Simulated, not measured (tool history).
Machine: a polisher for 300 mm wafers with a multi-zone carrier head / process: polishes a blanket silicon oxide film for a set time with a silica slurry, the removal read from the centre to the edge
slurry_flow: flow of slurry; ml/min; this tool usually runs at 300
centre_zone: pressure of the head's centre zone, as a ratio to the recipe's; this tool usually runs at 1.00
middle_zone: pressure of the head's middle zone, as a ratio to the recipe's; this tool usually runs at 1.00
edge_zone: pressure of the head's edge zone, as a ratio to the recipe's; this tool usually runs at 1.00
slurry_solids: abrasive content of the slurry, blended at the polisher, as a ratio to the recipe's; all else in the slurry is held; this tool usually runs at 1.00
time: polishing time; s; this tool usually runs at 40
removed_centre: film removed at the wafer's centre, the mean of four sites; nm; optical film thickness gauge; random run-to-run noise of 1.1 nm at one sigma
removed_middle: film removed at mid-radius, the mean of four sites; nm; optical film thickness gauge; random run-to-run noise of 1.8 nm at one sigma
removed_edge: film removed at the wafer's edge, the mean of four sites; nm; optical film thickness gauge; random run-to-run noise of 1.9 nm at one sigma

run,day,slurry_flow,centre_zone,middle_zone,edge_zone,slurry_solids,time,"incoming thickness of the incoming film, nm",removed_centre,removed_middle,removed_edge
1,0.000,300,1.00,0.98,1.00,1.00,40,967.2,161.1,163.3,163.9
2,1.746,300,1.00,0.98,1.00,1.00,40,962.4,157.4,161.3,163.6
3,2.021,300,1.00,0.98,1.00,1.00,40,976.5,159.8,157.7,164.9
4,2.508,300,1.00,1.00,1.00,1.00,40,958.2,158.2,163.3,163.3
# day 2.888: worn pad replaced by a new one
# day 3.496: centre zone pressure recalibrated
5,3.517,300,1.00,1.00,1.00,1.00,40,964.6,157.3,162.8,164.5
6,3.858,270,1.00,1.00,1.00,1.00,40,968.1,155.8,162.6,162.1
7,4.367,270,1.00,1.00,1.00,1.00,40,948.8,155.3,160.0,161.6
8,4.629,270,1.00,1.00,1.00,1.00,40,963.2,154.0,162.4,160.3
9,5.229,300,1.00,1.00,1.00,0.75,40,954.3,139.2,144.9,143.2
10,5.721,300,1.00,1.00,1.00,1.00,40,958.4,157.6,165.0,167.5
# day 6.054: carrier head's membrane replaced by a new one
# day 6.125: slurry nozzle cleaned
# day 6.183: worn pad replaced by a new one
11,6.204,300,1.00,1.00,1.10,1.00,40,958.0,170.4,174.5,180.7
12,7.458,300,1.00,1.00,1.00,1.00,40,945.4,169.6,173.1,171.7
# day 7.738: edge zone pressure recalibrated
13,7.942,300,1.00,1.00,0.93,0.90,29,971.4,115.1,119.3,114.2
14,8.392,300,1.00,1.00,1.00,1.00,53,970.2,222.9,228.6,225.2
15,8.825,385,1.08,1.11,1.00,1.00,46,947.1,210.0,219.9,201.5
16,9.158,300,0.89,0.88,1.11,1.00,40,962.2,147.0,154.8,179.3
# day 9.421: worn pad replaced by a new one
17,9.821,210,0.89,0.94,1.00,1.00,40,955.6,138.3,152.7,161.7
18,10.200,300,1.00,1.00,1.00,1.00,40,969.7,165.0,169.8,169.6
19,10.638,205,1.00,1.00,1.00,1.00,40,962.6,155.1,159.5,159.1

Branching from run 19: 3 alternative next runs. What would each branch give?
A,10.654,300,1.00,1.00,1.00,1.10,40,964.6,?,?,?
B,10.654,300,1.00,1.00,0.97,1.00,40,964.6,?,?,?
C,10.654,245,1.00,1.00,1.00,1.10,40,964.6,?,?,?

run,removed_centre,removed_middle,removed_edge
A,172.1,177.1,175.4
B,165.4,170.3,166.2
C,167.2,172.6,172.1
Without the tool's hidden state the same runs would have given:
run,removed_centre,removed_middle,removed_edge
A,176.8,181.5,178.7
B,170.0,174.5,169.3
C,172.8,177.7,175.9
